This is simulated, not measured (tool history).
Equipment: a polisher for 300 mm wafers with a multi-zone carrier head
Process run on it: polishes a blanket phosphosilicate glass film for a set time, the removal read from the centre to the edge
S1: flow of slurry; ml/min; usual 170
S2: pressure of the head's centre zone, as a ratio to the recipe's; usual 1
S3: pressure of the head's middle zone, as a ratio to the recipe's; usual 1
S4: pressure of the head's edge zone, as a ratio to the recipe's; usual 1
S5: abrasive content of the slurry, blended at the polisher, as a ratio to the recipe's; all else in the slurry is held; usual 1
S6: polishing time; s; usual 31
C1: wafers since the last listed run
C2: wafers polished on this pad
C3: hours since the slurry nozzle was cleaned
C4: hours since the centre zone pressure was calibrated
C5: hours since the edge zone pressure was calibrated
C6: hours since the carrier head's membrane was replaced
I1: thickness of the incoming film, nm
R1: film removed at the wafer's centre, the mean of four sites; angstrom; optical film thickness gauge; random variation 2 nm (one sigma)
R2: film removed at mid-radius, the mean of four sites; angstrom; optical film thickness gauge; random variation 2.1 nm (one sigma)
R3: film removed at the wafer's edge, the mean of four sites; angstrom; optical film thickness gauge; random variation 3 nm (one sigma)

run,hour,S1,S2,S3,S4,S5,S6,C1,C2,C3,C4,C5,C6,I1,R1,R2,R3
1,0,125,1,1,1,1,31,0,5091,333.3,500.5,89.6,1120.1,4406.5,2307,2467,2486
2,53.5,200,1,1,1,1,27,782,5873,386.8,554,143.1,1173.6,4424,2126,2249,2272
3,110.6,170,1,1,1,1,31,834,6708,443.9,611.1,200.2,1230.7,4283.1,2375,2539,2547
# hour 129.5: worn pad replaced by a new one
# hour 164.6: slurry nozzle cleaned
4,182,170,1,1,0.95,1,31,970,752,17.4,682.5,271.6,1302.1,4354.1,2353,2537,2452
5,209,170,1,1,1,1,31,394,1147,44.4,709.5,298.6,1329.1,4337.4,2404,2551,2534
6,269,170,1,1,1,1,31,877,2024,104.4,769.5,358.6,1389.1,4366.3,2346,2554,2532
7,293.7,170,1,1,1,1,26,361,2386,129.1,794.2,383.3,1413.8,4448.2,1975,2107,2081
# hour 366.5: carrier head's membrane replaced by a new one
8,367,170,1,1,1,1,31,998,3384,202.4,867.5,456.6,0.5,4358.5,2322,2518,2507
9,430,115,1,1.07,1,0.85,38,921,4305,265.4,930.5,519.6,63.5,4356.5,2597,2960,2873
# hour 541.2: centre zone pressure recalibrated
10,566,170,1,0.93,1,0.75,31,1959,6264,401.4,24.8,655.6,199.5,4374.3,2329,2283,2316
# hour 591.9: worn pad replaced by a new one
# hour 598.8: slurry nozzle cleaned
11,607.6,115,1,1,1,0.8,31,535,214,8.8,66.4,697.2,241.1,4291.1,2237,2294,2248
12,664.9,170,1,1,1,1.25,31,837,1052,66.1,123.7,754.5,298.4,4344.6,2655,2762,2735
13,701.8,170,1,1,1,1,31,539,1591,103,160.6,791.4,335.3,4338.5,2474,2543,2530
14,745.9,170,1,1,1,1,31,644,2236,147.1,204.7,835.5,379.4,4349.8,2443,2532,2468
# hour 804.2: edge zone pressure recalibrated
15,811.2,170,0.94,0.95,1,1,31,925,3161,212.4,270,7,444.7,4309.6,2246,2490,2528
16,840.1,125,1,1,1,1.15,38,422,3584,241.3,298.9,35.9,473.6,4331.2,2982,3182,3140
17,905.9,215,0.92,1,0.92,1,23,962,4546,307.1,364.7,101.7,539.4,4387.3,1668,1948,1859
18,957,170,1,1,0.9,1,26,747,5293,358.2,415.8,152.8,590.5,4341.3,2010,2156,2002
19,1015.7,150,1,1,1,1,31,858,6151,416.9,474.5,211.5,649.2,4339.9,2292,2503,2511
20,1052.2,170,1,1,1,1,31,533,6685,453.4,511,248,685.7,4406.5,2382,2520,2608
# hour 1065.6: slurry nozzle cleaned
# hour 1098.6: worn pad replaced by a new one
21,1103.9,170,1,1,1,1,36,682,76,38.3,562.7,299.7,737.4,4285.2,2710,2949,2944
22,1169.3,170,1,1.06,1,0.8,31,956,1033,103.7,628.1,365.1,802.8,4392.5,2209,2450,2363

Alternative continuations, all from the tool just after run 22; predict every row:
A,1169.7,170,1,1,1,1,31,5,1038,104.1,628.5,365.5,803.2,4344.4,?,?,?
B,1169.7,170,1.08,1,1.09,1,21,5,1038,104.1,628.5,365.5,803.2,4344.4,?,?,?
C,1169.7,170,0.93,1,1,1,31,5,1038,104.1,628.5,365.5,803.2,4344.4,?,?,?

run,R1,R2,R3
A,2341,2562,2572
B,1715,1734,1818
C,2174,2563,2572
Stripped of hidden state, with their random variation kept, the same runs would have yielded:
run,R1,R2,R3
A,2570,2561,2572
B,1881,1734,1818
C,2388,2562,2572

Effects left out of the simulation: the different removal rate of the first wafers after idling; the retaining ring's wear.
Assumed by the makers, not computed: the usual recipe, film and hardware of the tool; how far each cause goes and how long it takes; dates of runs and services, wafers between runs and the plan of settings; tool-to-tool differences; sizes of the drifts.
